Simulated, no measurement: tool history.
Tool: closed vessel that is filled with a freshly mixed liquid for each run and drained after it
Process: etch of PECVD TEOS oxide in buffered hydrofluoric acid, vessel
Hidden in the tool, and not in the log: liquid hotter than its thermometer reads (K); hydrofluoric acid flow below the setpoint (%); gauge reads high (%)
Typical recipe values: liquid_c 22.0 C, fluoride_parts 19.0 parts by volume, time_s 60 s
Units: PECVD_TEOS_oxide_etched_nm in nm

run	hour	liquid_c	fluoride_parts	time_s	wafers since the last listed run	hours since the thermometer was replaced	hours since the hydrofluoric acid flow meter was replaced	hours since the gauge calibration	read-back film thickness of the PECVD TEOS oxide reference wafer, read on the same gauge (nm)	PECVD_TEOS_oxide_etched_nm
1	0.0	22.0	15.0	40	0	1705.6	1270.6	297.0	89.99	43.98
2	11.0	22.0	15.0	40	693	1716.6	1281.6	308.0	89.99	43.92
3	28.4	22.0	15.0	40	1096	1734.0	1299.0	325.4	90.00	44.16
4	38.3	22.0	19.0	60	623	1743.9	1308.9	335.3	90.00	53.61
5	70.2	22.0	19.0	60	2010	1775.8	1340.8	367.2	89.99	52.65
6	76.5	22.0	19.0	60	396	1782.1	1347.1	373.5	90.00	53.36
7	86.1	22.0	16.5	80	604	1791.7	1356.7	383.1	90.00	80.18
8	132.6	22.0	16.5	80	2929	1838.2	1403.2	429.6	89.99	80.67
9	173.3	22.0	19.0	60	2564	1878.9	1443.9	470.3	90.01	53.31
10	179.7	22.0	19.0	60	403	1885.3	1450.3	476.7	90.01	53.48
11	197.7	22.0	19.0	60	1134	1903.3	1468.3	494.7	89.99	53.54
12	211.5	18.5	19.0	60	869	1917.1	1482.1	508.5	90.01	43.46
13	226.1	24.0	14.0	70	919	1931.7	1496.7	523.1	89.99	91.60
14	236.3	18.0	19.0	90	642	1941.9	1506.9	533.3	90.03	63.56
# hour 249.4: hydrofluoric acid flow meter replaced
15	251.5	24.5	25.5	85	894	1957.1	2.1	548.5	90.01	76.55
16	261.9	22.0	19.0	60	655	1967.5	12.5	558.9	89.98	58.50
17	272.9	20.5	15.0	60	693	1978.5	23.5	569.9	90.00	67.87
18	282.0	22.0	26.0	90	573	1987.6	32.6	579.0	90.01	69.65
19	292.2	22.0	25.0	95	642	1997.8	42.8	589.2	90.00	76.25
20	305.2	22.0	19.0	60	819	2010.8	55.8	602.2	90.02	58.82
21	319.4	22.0	19.0	60	894	2025.0	70.0	616.4	89.99	58.32
22	327.9	22.0	19.0	60	535	2033.5	78.5	624.9	90.00	58.86
# hour 334.4: gauge calibrated
23	344.3	22.0	19.0	60	1033	2049.9	94.9	9.9	89.99	58.54
24	360.3	22.0	19.0	50	1008	2065.9	110.9	25.9	90.00	49.31
# hour 367.0: thermometer replaced
25	369.0	19.0	16.0	80	485	2.0	119.6	34.6	89.99	69.43
26	378.3	19.0	23.0	80	585	11.3	128.9	43.9	89.97	51.63
27	392.6	22.0	19.0	80	901	25.6	143.2	58.2	90.00	68.75
28	410.1	19.0	21.5	85	1102	43.1	160.7	75.7	90.00	56.97
29	425.0	20.5	14.5	45	938	58.0	175.6	90.6	89.99	47.33
30	434.9	22.0	19.0	45	623	67.9	185.5	100.5	90.01	38.88
31	447.1	23.5	19.0	60	768	80.1	197.7	112.7	90.00	57.00
32	461.2	24.0	15.5	75	888	94.2	211.8	126.8	90.02	89.53
33	499.0	23.5	19.0	40	2381	132.0	249.6	164.6	89.99	37.97

The logged runs with the hidden state left out (each run's random variation unchanged):
run	PECVD_TEOS_oxide_etched_nm
1	43.08
2	43.02
3	43.26
4	51.73
5	50.77
6	51.44
7	78.58
8	79.12
9	51.33
10	51.48
11	51.53
12	41.72
13	90.03
14	60.97
15	66.97
16	51.11
17	59.24
18	60.79
19	66.51
20	51.40
21	50.95
22	51.43
23	51.14
24	43.08
25	67.99
26	50.42
27	67.35
28	55.59
29	46.35
30	38.09
31	55.87
32	87.75
33	37.20
